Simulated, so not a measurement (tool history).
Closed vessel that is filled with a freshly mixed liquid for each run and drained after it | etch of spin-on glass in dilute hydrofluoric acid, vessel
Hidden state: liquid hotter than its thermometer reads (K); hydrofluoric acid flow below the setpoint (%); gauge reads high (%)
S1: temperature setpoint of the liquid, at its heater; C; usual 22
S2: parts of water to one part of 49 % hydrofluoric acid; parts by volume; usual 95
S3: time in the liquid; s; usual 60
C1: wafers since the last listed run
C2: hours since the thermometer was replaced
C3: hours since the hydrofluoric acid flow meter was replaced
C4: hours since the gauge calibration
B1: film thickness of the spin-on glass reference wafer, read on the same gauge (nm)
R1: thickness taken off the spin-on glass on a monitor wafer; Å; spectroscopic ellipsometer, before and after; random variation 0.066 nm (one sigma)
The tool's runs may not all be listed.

{"run": 1, "hour": 0.0, "S1": 22, "S2": 115, "S3": 60, "C1": 0, "C2": 964.5, "C3": 714.8, "C4": 208.1, "B1": 140, "R1": 96.8}
{"hour": 8.6, "done": "gauge calibrated"}
{"run": 2, "hour": 25.2, "S1": 22, "S2": 115, "S3": 60, "C1": 2759, "C2": 989.7, "C3": 740, "C4": 16.6, "B1": 139.99, "R1": 95.4}
{"run": 3, "hour": 41.8, "S1": 22, "S2": 95, "S3": 70, "C1": 1817, "C2": 1006.3, "C3": 756.6, "C4": 33.2, "B1": 140.01, "R1": 136.5}
{"run": 4, "hour": 56.6, "S1": 22, "S2": 95, "S3": 70, "C1": 1620, "C2": 1021.1, "C3": 771.4, "C4": 48, "B1": 139.99, "R1": 138.5}
{"run": 5, "hour": 74.8, "S1": 22, "S2": 95, "S3": 70, "C1": 1993, "C2": 1039.3, "C3": 789.6, "C4": 66.2, "B1": 140.02, "R1": 138}
{"run": 6, "hour": 105.9, "S1": 20.5, "S2": 95, "S3": 60, "C1": 3405, "C2": 1070.4, "C3": 820.7, "C4": 97.3, "B1": 139.98, "R1": 112.7}
{"run": 7, "hour": 124.0, "S1": 20.5, "S2": 95, "S3": 60, "C1": 1982, "C2": 1088.5, "C3": 838.8, "C4": 115.4, "B1": 140.03, "R1": 111.2}
{"run": 8, "hour": 153.0, "S1": 22, "S2": 95, "S3": 60, "C1": 3175, "C2": 1117.5, "C3": 867.8, "C4": 144.4, "B1": 140.01, "R1": 116.8}
{"run": 9, "hour": 180.4, "S1": 24, "S2": 95, "S3": 60, "C1": 3000, "C2": 1144.9, "C3": 895.2, "C4": 171.8, "B1": 139.98, "R1": 127.6}

Forecast run 10:
{"run": 10, "hour": 193.9, "S1": 22, "S2": 95, "S3": 60, "C1": 1478, "C2": 1158.4, "C3": 908.7, "C4": 185.3, "B1": "?", "R1": "?"}

Run 10 gave B1 139.98, R1 116.2 Å.
Without the tool's hidden state the same run would have given R1 119.5 Å.

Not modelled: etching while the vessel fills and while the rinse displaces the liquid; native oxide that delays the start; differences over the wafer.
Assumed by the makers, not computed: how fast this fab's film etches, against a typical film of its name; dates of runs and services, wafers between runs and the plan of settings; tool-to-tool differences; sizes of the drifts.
